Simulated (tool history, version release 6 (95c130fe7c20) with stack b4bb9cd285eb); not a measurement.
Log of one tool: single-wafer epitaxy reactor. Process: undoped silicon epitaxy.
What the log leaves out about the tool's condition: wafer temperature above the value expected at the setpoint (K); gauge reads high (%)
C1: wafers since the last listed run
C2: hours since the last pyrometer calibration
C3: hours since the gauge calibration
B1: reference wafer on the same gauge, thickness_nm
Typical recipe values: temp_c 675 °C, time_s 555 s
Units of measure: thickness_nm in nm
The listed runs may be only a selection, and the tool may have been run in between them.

Run 1, hour 0.0: usual settings but temp_c 680 °C; C1 0; C2 1922.6; C3 204.4; B1 161.982. Result: thickness_nm 176.646 nm.
Run 2, hour 15.5: usual settings but time_s 513 s; C1 76; C2 1938.1; C3 219.9; B1 162.155. Result: thickness_nm 149.457 nm.
Run 3, hour 43.2: usual settings but time_s 513 s; C1 137; C2 1965.8; C3 247.6; B1 162.149. Result: thickness_nm 148.655 nm.
Run 4, hour 59.2: usual settings but time_s 513 s; C1 79; C2 1981.8; C3 263.6; B1 162.074. Result: thickness_nm 148.739 nm.
Run 5, hour 84.9: usual settings but time_s 476 s; C1 127; C2 2007.5; C3 289.3; B1 162.002. Result: thickness_nm 139.534 nm.
Run 6, hour 97.3: usual settings but time_s 476 s; C1 61; C2 2019.9; C3 301.7; B1 161.896. Result: thickness_nm 138.606 nm.
Run 7, hour 118.9: usual settings but time_s 476 s; C1 107; C2 2041.5; C3 323.3; B1 161.736. Result: thickness_nm 138.983 nm.
Run 8, hour 149.0: usual settings; C1 149; C2 2071.6; C3 353.4; B1 161.988. Result: thickness_nm 162.109 nm.
At hour 161.9: gauge calibrated.
Run 9, hour 179.3: usual settings; C1 150; C2 2101.9; C3 17.4; B1 161.870. Result: thickness_nm 161.310 nm.
Run 10, hour 196.8: usual settings; C1 86; C2 2119.4; C3 34.9; B1 162.024. Result: thickness_nm 162.541 nm.
Run 11, hour 218.4: usual settings but temp_c 663 °C; C1 107; C2 2141.0; C3 56.5; B1 162.083. Result: thickness_nm 130.227 nm.
Run 12, hour 248.4: usual settings but temp_c 670 °C, time_s 593 s; C1 148; C2 2171.0; C3 86.5; B1 161.900. Result: thickness_nm 158.592 nm.
Run 13, hour 275.0: usual settings; C1 131; C2 2197.6; C3 113.1; B1 162.095. Result: thickness_nm 161.830 nm.
Run 14, hour 296.6: usual settings but temp_c 667 °C, time_s 470 s; C1 107; C2 2219.2; C3 134.7; B1 162.013. Result: thickness_nm 118.521 nm.
Run 15, hour 321.1: usual settings; C1 121; C2 2243.7; C3 159.2; B1 161.883. Result: thickness_nm 163.412 nm.
Run 16, hour 353.6: usual settings but temp_c 670 °C, time_s 516 s; C1 161; C2 2276.2; C3 191.7; B1 161.835. Result: thickness_nm 138.375 nm.
At hour 367.2: pyrometer calibrated.
Run 17, hour 385.2: usual settings but temp_c 680 °C, time_s 459 s; C1 117; C2 18.0; C3 223.3; B1 161.994. Result: thickness_nm 134.769 nm.
Run 18, hour 410.4: usual settings but temp_c 669 °C; C1 125; C2 43.2; C3 248.5; B1 161.856. Result: thickness_nm 134.899 nm.
Run 19, hour 440.9: usual settings but temp_c 686 °C, time_s 597 s; C1 151; C2 73.7; C3 279.0; B1 162.098. Result: thickness_nm 196.667 nm.
Run 20, hour 466.6: usual settings but time_s 513 s; C1 127; C2 99.4; C3 304.7; B1 161.955. Result: thickness_nm 139.056 nm.
Run 21, hour 486.7: usual settings but temp_c 686 °C, time_s 446 s; C1 99; C2 119.5; C3 324.8; B1 161.963. Result: thickness_nm 146.986 nm.
Run 22, hour 511.3: usual settings but temp_c 679 °C, time_s 509 s; C1 122; C2 144.1; C3 349.4; B1 162.058. Result: thickness_nm 147.550 nm.

5 ways to go on from here, each from the tool as it stands after run 22. What would each give?
Run A, hour 511.9: usual settings but time_s 657 s; C1 2; C2 144.7; C3 350.0; B1 ?. Result: thickness_nm ?.
Run B, hour 511.9: usual settings but temp_c 689 °C, time_s 511 s; C1 2; C2 144.7; C3 350.0; B1 ?. Result: thickness_nm ?.
Run C, hour 511.9: usual settings but temp_c 688 °C; C1 2; C2 144.7; C3 350.0; B1 ?. Result: thickness_nm ?.
Run D, hour 511.9: usual settings but temp_c 660 °C; C1 2; C2 144.7; C3 350.0; B1 ?. Result: thickness_nm ?.
Run E, hour 511.9: usual settings but temp_c 685 °C, time_s 648 s; C1 2; C2 144.7; C3 350.0; B1 ?. Result: thickness_nm ?.

run       B1  thickness_nm
  A  161.991       177.872
  B  161.991       177.794
  C  161.991       189.714
  D  161.991       114.002
  E  161.991       210.004
The same runs, with their run-to-run variation unchanged, on a tool lacking any hidden condition would have given:
run  thickness_nm
  A       175.665
  B       175.644
  C       187.416
  D       112.548
  E       207.446
